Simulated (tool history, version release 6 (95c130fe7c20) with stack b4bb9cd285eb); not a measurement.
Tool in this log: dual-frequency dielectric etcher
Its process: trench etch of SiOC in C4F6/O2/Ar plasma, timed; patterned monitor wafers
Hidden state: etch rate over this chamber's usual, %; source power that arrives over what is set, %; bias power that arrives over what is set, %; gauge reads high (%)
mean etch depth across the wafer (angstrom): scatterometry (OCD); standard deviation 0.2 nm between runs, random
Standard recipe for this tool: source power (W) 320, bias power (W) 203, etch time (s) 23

run,hour,source power (W),bias power (W),etch time (s),wafers since the last listed run,hours since the last wet clean,hours since the last source power generator calibration,hours since the last bias power generator calibration,hours since the last upper electrode change,hours since the gauge calibration,"read-back reference wafer on the same gauge, depth_nm",mean etch depth across the wafer (angstrom)
1,0,320,219,23,0,153.6,3166.3,4207.4,4514.1,157.3,46.79,472.7
2,49.4,320,203,23,820,203,3215.7,4256.8,4563.5,206.7,46.78,465.1
3,108.1,320,203,23,974,261.7,3274.4,4315.5,4622.2,265.4,46.84,460
4,154.7,320,203,23,773,308.3,3321,4362.1,4668.8,312,46.81,465.9
5,186.2,320,203,23,523,339.8,3352.5,4393.6,4700.3,343.5,46.8,464.9
6,217.7,320,203,23,523,371.3,3384,4425.1,4731.8,375,46.81,464.3
7,283.5,320,203,23,1092,437.1,3449.8,4490.9,4797.6,440.8,46.8,466.2
8,334.6,320,203,23,848,488.2,3500.9,4542,4848.7,491.9,46.79,468.6
9,406,320,203,23,1185,559.6,3572.3,4613.4,4920.1,563.3,46.81,468.7
10,434,320,203,23,464,587.6,3600.3,4641.4,4948.1,591.3,46.8,472.2
# hour 477: wet clean of the chamber
11,488.3,320,203,23,503,11.3,3654.6,4695.7,5002.4,645.6,46.8,462.3
12,546.1,320,203,23,959,69.1,3712.4,4753.5,5060.2,703.4,46.83,459.5
13,574.1,320,203,23,464,97.1,3740.4,4781.5,5088.2,731.4,46.82,462.9
14,617.6,320,203,23,722,140.6,3783.9,4825,5131.7,774.9,46.79,465.8
15,682.9,320,203,23,1084,205.9,3849.2,4890.3,5197,840.2,46.85,460.9
16,710.9,270,174,23,464,233.9,3877.2,4918.3,5225,868.2,46.81,419.4
17,750.2,360,237,23,652,273.2,3916.5,4957.6,5264.3,907.5,46.79,507
# hour 792.7: gauge calibrated
18,797.4,320,203,23,783,320.4,3963.7,5004.8,5311.5,4.7,46.79,466.9
19,843.9,240,177,25,772,366.9,4010.2,5051.3,5358,51.2,46.8,444.4
20,883,320,203,23,649,406,4049.3,5090.4,5397.1,90.3,46.78,469.6
21,941.5,400,163,28.5,971,464.5,4107.8,5148.9,5455.6,148.8,46.81,585.3
# hour 984.1: upper electrode replaced
# hour 1011.6: wet clean of the chamber
# hour 1101.8: source power generator calibrated
# hour 1105: bias power generator calibrated
22,1122,320,203,23,2081,110.4,20.2,17,137.9,329.3,46.76,460.7
23,1162.5,370,241,16.5,672,150.9,60.7,57.5,178.4,369.8,46.8,367.7
24,1214.7,320,155,20,866,203.1,112.9,109.7,230.6,422,46.79,372.4
25,1259,320,165,19,735,247.4,157.2,154,274.9,466.3,46.8,362.7
26,1310.9,290,233,23,861,299.3,209.1,205.9,326.8,518.2,46.78,469.3
27,1350,320,228,23,649,338.4,248.2,245,365.9,557.3,46.79,482.7
28,1390.6,270,174,23,674,379,288.8,285.6,406.5,597.9,46.82,417.6

Consider 3 possible next runs. They are alternatives, not a sequence: every one starts from the tool as it was left by run 28. What does each give?
A,1391,320,183,23,6,379.4,289.2,286,406.9,598.3,?,?
B,1391,320,173,17.5,6,379.4,289.2,286,406.9,598.3,?,?
C,1391,400,203,25.5,6,379.4,289.2,286,406.9,598.3,?,?

run,"read-back reference wafer on the same gauge, depth_nm",mean etch depth across the wafer (angstrom)
A,46.78,452.7
B,46.78,338.7
C,46.78,559.7
Without the tool's hidden state the same runs would have given:
run,mean etch depth across the wafer (angstrom)
A,447.6
B,334.9
C,553.4

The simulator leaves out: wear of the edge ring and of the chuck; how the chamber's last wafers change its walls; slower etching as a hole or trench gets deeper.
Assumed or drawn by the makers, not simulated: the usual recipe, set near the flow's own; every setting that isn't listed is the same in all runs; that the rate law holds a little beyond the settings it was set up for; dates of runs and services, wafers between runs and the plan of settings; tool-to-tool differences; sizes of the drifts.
